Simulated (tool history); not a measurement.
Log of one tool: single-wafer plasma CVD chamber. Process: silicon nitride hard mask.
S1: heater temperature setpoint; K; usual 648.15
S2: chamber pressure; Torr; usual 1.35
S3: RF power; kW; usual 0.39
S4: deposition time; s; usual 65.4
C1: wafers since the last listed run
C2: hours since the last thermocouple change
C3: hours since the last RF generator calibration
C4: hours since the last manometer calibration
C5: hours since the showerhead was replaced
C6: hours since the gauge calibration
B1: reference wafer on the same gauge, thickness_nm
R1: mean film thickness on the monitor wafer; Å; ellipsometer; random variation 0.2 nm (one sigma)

run 1 day=0 | S1=653.15 S2=1.27 S3=0.39 S4=65.4 | C1=0 C2=543.7 C3=244.2 C4=2353.3 C5=2500.2 C6=429 | B1=95.514 | R1=775.9
run 2 day=1.133 | S1=653.15 S2=1.27 S3=0.39 S4=65.4 | C1=430 C2=570.9 C3=271.4 C4=2380.5 C5=2527.4 C6=456.2 | B1=95.584 | R1=773.69
run 3 day=3.054 | S1=648.15 S2=1.35 S3=0.355 S4=65.4 | C1=730 C2=617 C3=317.5 C4=2426.6 C5=2573.5 C6=502.3 | B1=95.569 | R1=756.33
run 4 day=5.467 | S1=648.15 S2=1.35 S3=0.355 S4=65.4 | C1=917 C2=674.9 C3=375.4 C4=2484.5 C5=2631.4 C6=560.2 | B1=95.664 | R1=756.91
-- day=7.179 showerhead replaced
run 5 day=7.2 | S1=648.15 S2=1.35 S3=0.39 S4=65.4 | C1=532 C2=716.5 C3=417 C4=2526.1 C5=0.5 C6=601.8 | B1=95.574 | R1=789.45
run 6 day=9.2 | S1=635.15 S2=1.54 S3=0.39 S4=61.9 | C1=760 C2=764.5 C3=465 C4=2574.1 C5=48.5 C6=649.8 | B1=95.554 | R1=783.25
run 7 day=10.804 | S1=648.15 S2=1.35 S3=0.355 S4=60.8 | C1=609 C2=803 C3=503.5 C4=2612.6 C5=87 C6=688.3 | B1=95.605 | R1=702.32
run 8 day=11.812 | S1=648.15 S2=1.35 S3=0.39 S4=65.4 | C1=383 C2=827.2 C3=527.7 C4=2636.8 C5=111.2 C6=712.5 | B1=95.587 | R1=792.08
-- day=13.25 capacitance manometer re-zeroed and calibrated
run 9 day=14.296 | S1=648.15 S2=1.35 S3=0.39 S4=65.4 | C1=817 C2=886.8 C3=587.3 C4=25.1 C5=170.8 C6=772.1 | B1=95.607 | R1=804.59
run 10 day=15.4 | S1=653.15 S2=1.35 S3=0.35 S4=65.4 | C1=419 C2=913.3 C3=613.8 C4=51.6 C5=197.3 C6=798.6 | B1=95.612 | R1=765.41
run 11 day=16.592 | S1=648.15 S2=1.35 S3=0.42 S4=65.4 | C1=453 C2=941.9 C3=642.4 C4=80.2 C5=225.9 C6=827.2 | B1=95.602 | R1=835.05
run 12 day=17.896 | S1=635.15 S2=1.46 S3=0.35 S4=65.4 | C1=495 C2=973.2 C3=673.7 C4=111.5 C5=257.2 C6=858.5 | B1=95.574 | R1=786.2
run 13 day=19.108 | S1=648.15 S2=1.21 S3=0.39 S4=65.4 | C1=460 C2=1002.3 C3=702.8 C4=140.6 C5=286.3 C6=887.6 | B1=95.603 | R1=777.94
run 14 day=25.696 | S1=648.15 S2=1.35 S3=0.39 S4=65.4 | C1=2504 C2=1160.4 C3=860.9 C4=298.7 C5=444.4 C6=1045.7 | B1=95.61 | R1=802.41
run 15 day=27.262 | S1=648.15 S2=1.54 S3=0.355 S4=71.1 | C1=595 C2=1198 C3=898.5 C4=336.3 C5=482 C6=1083.3 | B1=95.605 | R1=866.96
-- day=28.717 RF generator calibrated
run 16 day=28.738 | S1=648.15 S2=1.35 S3=0.39 S4=65.4 | C1=434 C2=1233.4 C3=0.5 C4=371.7 C5=517.4 C6=1118.7 | B1=95.624 | R1=799.18
run 17 day=31.246 | S1=648.15 S2=1.35 S3=0.39 S4=74.8 | C1=953 C2=1293.6 C3=60.7 C4=431.9 C5=577.6 C6=1178.9 | B1=95.621 | R1=911
-- day=32.392 thermocouple changed; heater temperature recalibrated
run 18 day=32.412 | S1=648.15 S2=1.35 S3=0.39 S4=65.4 | C1=316 C2=0.5 C3=88.7 C4=459.9 C5=605.6 C6=1206.9 | B1=95.619 | R1=799.43
-- day=32.567 gauge calibrated
run 19 day=35.312 | S1=661.15 S2=1.67 S3=0.44 S4=65.4 | C1=1102 C2=70.1 C3=158.3 C4=529.5 C5=675.2 C6=65.9 | B1=95.571 | R1=893.32
run 20 day=37.271 | S1=648.15 S2=1.45 S3=0.365 S4=69.6 | C1=744 C2=117.1 C3=205.3 C4=576.5 C5=722.2 C6=112.9 | B1=95.63 | R1=839.64
run 21 day=39.762 | S1=648.15 S2=1.35 S3=0.39 S4=60.7 | C1=947 C2=176.9 C3=265.1 C4=636.3 C5=782 C6=172.7 | B1=95.595 | R1=740.58
run 22 day=42.65 | S1=648.15 S2=1.35 S3=0.39 S4=65.4 | C1=1097 C2=246.2 C3=334.4 C4=705.6 C5=851.3 C6=242 | B1=95.595 | R1=797.05
run 23 day=45.546 | S1=658.15 S2=1.35 S3=0.39 S4=65.4 | C1=1101 C2=315.7 C3=403.9 C4=775.1 C5=920.8 C6=311.5 | B1=95.577 | R1=790.7
run 24 day=47.383 | S1=648.15 S2=1.35 S3=0.39 S4=65.4 | C1=698 C2=359.8 C3=448 C4=819.2 C5=964.9 C6=355.6 | B1=95.619 | R1=795.89
run 25 day=49.342 | S1=656.15 S2=1.48 S3=0.39 S4=65.4 | C1=744 C2=406.8 C3=495 C4=866.2 C5=1011.9 C6=402.6 | B1=95.572 | R1=819.32
run 26 day=51.875 | S1=648.15 S2=1.35 S3=0.39 S4=65.4 | C1=963 C2=467.6 C3=555.8 C4=927 C5=1072.7 C6=463.4 | B1=95.601 | R1=794.49
run 27 day=53.688 | S1=659.15 S2=1.35 S3=0.39 S4=65.4 | C1=689 C2=511.1 C3=599.3 C4=970.5 C5=1116.2 C6=506.9 | B1=95.591 | R1=792.99
run 28 day=55.508 | S1=648.15 S2=1.35 S3=0.39 S4=65.4 | C1=692 C2=554.8 C3=643 C4=1014.2 C5=1159.9 C6=550.6 | B1=95.569 | R1=791.62

Hidden state at the last listed run before each entry between runs and at the first one after, where it differs:
Between runs 4 and 5: showerhead replaced (day 7.179)
  true pressure above the setpoint (%): -6.57 -> -6.58
  measured less the result without the state, R1: -16.48 -> -17.22 Å
Between runs 8 and 9: capacitance manometer re-zeroed and calibrated (day 13.25)
  true pressure above the setpoint (%): -6.62 -> -0.406
  measured less the result without the state, R1: -17.39 -> -1.04 Å
Between runs 15 and 16: RF generator calibrated (day 28.717)
  true pressure above the setpoint (%): -2.73 -> -2.94
  measured less the result without the state, R1: -7.1 -> -7.58 Å
Between runs 17 and 18: thermocouple changed; heater temperature recalibrated (day 32.392)
  true pressure above the setpoint (%): -3.27 -> -3.42
  measured less the result without the state, R1: -9.65 -> -8.86 Å
Between runs 18 and 19: gauge calibrated (day 32.567)
  true pressure above the setpoint (%): -3.42 -> -3.76
  measured less the result without the state, R1: -8.86 -> -10.02 Å

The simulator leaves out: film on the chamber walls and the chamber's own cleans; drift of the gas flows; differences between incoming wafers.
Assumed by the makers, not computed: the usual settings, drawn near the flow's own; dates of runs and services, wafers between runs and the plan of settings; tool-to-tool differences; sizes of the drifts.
